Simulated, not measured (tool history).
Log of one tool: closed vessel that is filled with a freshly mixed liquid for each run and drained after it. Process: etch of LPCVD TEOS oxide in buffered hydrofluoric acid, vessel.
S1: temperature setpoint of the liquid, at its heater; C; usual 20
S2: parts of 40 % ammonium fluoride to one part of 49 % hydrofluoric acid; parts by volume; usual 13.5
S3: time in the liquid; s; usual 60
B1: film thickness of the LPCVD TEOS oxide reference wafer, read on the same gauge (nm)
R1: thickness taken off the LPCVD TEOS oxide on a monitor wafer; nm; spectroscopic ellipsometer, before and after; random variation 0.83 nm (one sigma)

Run 1, hour 0: usual settings but S3 80 s; B1 139.99. Result: R1 150.99 nm.
Run 2, hour 6.9: usual settings; B1 140.02. Result: R1 113.57 nm.
Run 3, hour 15.7: usual settings; B1 139.98. Result: R1 113.23 nm.
Run 4, hour 28.1: usual settings; B1 140.02. Result: R1 113.11 nm.
Run 5, hour 34.6: usual settings; B1 140. Result: R1 113.2 nm.
Run 6, hour 50: usual settings; B1 139.99. Result: R1 114.06 nm.
Run 7, hour 65.1: usual settings but S2 11 parts by volume; B1 140.02. Result: R1 138.81 nm.
Run 8, hour 80.1: usual settings but S2 11 parts by volume; B1 140.01. Result: R1 138.16 nm.
Run 9, hour 90.3: usual settings but S2 11 parts by volume; B1 139.98. Result: R1 137.92 nm.
Run 10, hour 99.2: usual settings but S2 9.5 parts by volume, S3 50 s; B1 139.98. Result: R1 131.73 nm.
Run 11, hour 116: usual settings but S2 9.5 parts by volume, S3 50 s; B1 140. Result: R1 131.86 nm.
Run 12, hour 127.5: usual settings but S1 17 C, S2 16.5 parts by volume, S3 35 s; B1 139.99. Result: R1 45.56 nm.
At hour 131.6: gauge calibrated.
Run 13, hour 144.6: usual settings; B1 139.99. Result: R1 113.51 nm.
Run 14, hour 158.8: usual settings but S1 17 C, S2 18 parts by volume, S3 80 s; B1 139.99. Result: R1 95.23 nm.
At hour 162: hydrofluoric acid flow meter replaced.
Run 15, hour 165.6: usual settings but S2 17 parts by volume, S3 90 s; B1 140.02. Result: R1 152.5 nm.
Run 16, hour 206.1: usual settings but S1 23.5 C, S2 11.5 parts by volume, S3 40 s; B1 139.99. Result: R1 118.21 nm.
Run 17, hour 218.9: usual settings but S2 12.5 parts by volume; B1 140. Result: R1 135.69 nm.
Run 18, hour 246.9: usual settings; B1 140.02. Result: R1 125.24 nm.
Run 19, hour 260.8: usual settings but S2 16 parts by volume; B1 139.98. Result: R1 105.65 nm.
Run 20, hour 268: usual settings but S2 15 parts by volume, S3 30 s; B1 140. Result: R1 56.29 nm.
At hour 288.9: thermometer replaced.
Run 21, hour 315: usual settings but S3 40 s; B1 139.99. Result: R1 83.23 nm.
Run 22, hour 330.8: usual settings but S1 23.5 C, S2 10.5 parts by volume, S3 70 s; B1 140. Result: R1 222.16 nm.
Run 23, hour 348.1: usual settings but S2 15 parts by volume, S3 30 s; B1 140.01. Result: R1 56.04 nm.
Run 24, hour 362.2: usual settings but S1 24.5 C, S2 9.5 parts by volume, S3 35 s; B1 140. Result: R1 128.85 nm.
Run 25, hour 373.2: usual settings but S1 17 C, S2 10.5 parts by volume; B1 140.01. Result: R1 134.56 nm.
Run 26, hour 383.1: usual settings but S1 17 C, S2 9.5 parts by volume, S3 35 s; B1 140.03. Result: R1 85.57 nm.
Run 27, hour 393.9: usual settings but S1 22.5 C, S2 9.5 parts by volume, S3 95 s; B1 140. Result: R1 315.1 nm.
Run 28, hour 411.6: usual settings but S1 17 C, S2 8.5 parts by volume, S3 90 s; B1 140. Result: R1 240.16 nm.
Run 29, hour 423.9: usual settings but S1 23.5 C, S2 9.5 parts by volume, S3 80 s; B1 139.98. Result: R1 275.75 nm.
Run 30, hour 430: usual settings; B1 140.02. Result: R1 123.94 nm.
Run 31, hour 440.1: usual settings but S2 18 parts by volume, S3 85 s; B1 140.02. Result: R1 133.55 nm.
Run 32, hour 448.8: usual settings but S2 17.5 parts by volume, S3 30 s; B1 139.98. Result: R1 48.23 nm.

Forecast each of these 5 alternatives for the next run:
Run A, hour 449.5: usual settings; B1 ?. Result: R1 ?.
Run B, hour 449.5: usual settings but S1 17 C, S3 80 s; B1 ?. Result: R1 ?.
Run C, hour 449.5: usual settings but S1 17 C, S3 40 s; B1 ?. Result: R1 ?.
Run D, hour 449.5: usual settings but S3 95 s; B1 ?. Result: R1 ?.
Run E, hour 449.5: usual settings but S3 85 s; B1 ?. Result: R1 ?.

run   B1      R1
  A  140  124.05
  B  140  139.57
  C  140   69.79
  D  140  196.42
  E  140  175.74
Without the tool's hidden state the same runs would have given:
run      R1
  A  126.86
  B  142.73
  C   71.36
  D  200.86
  E  179.72
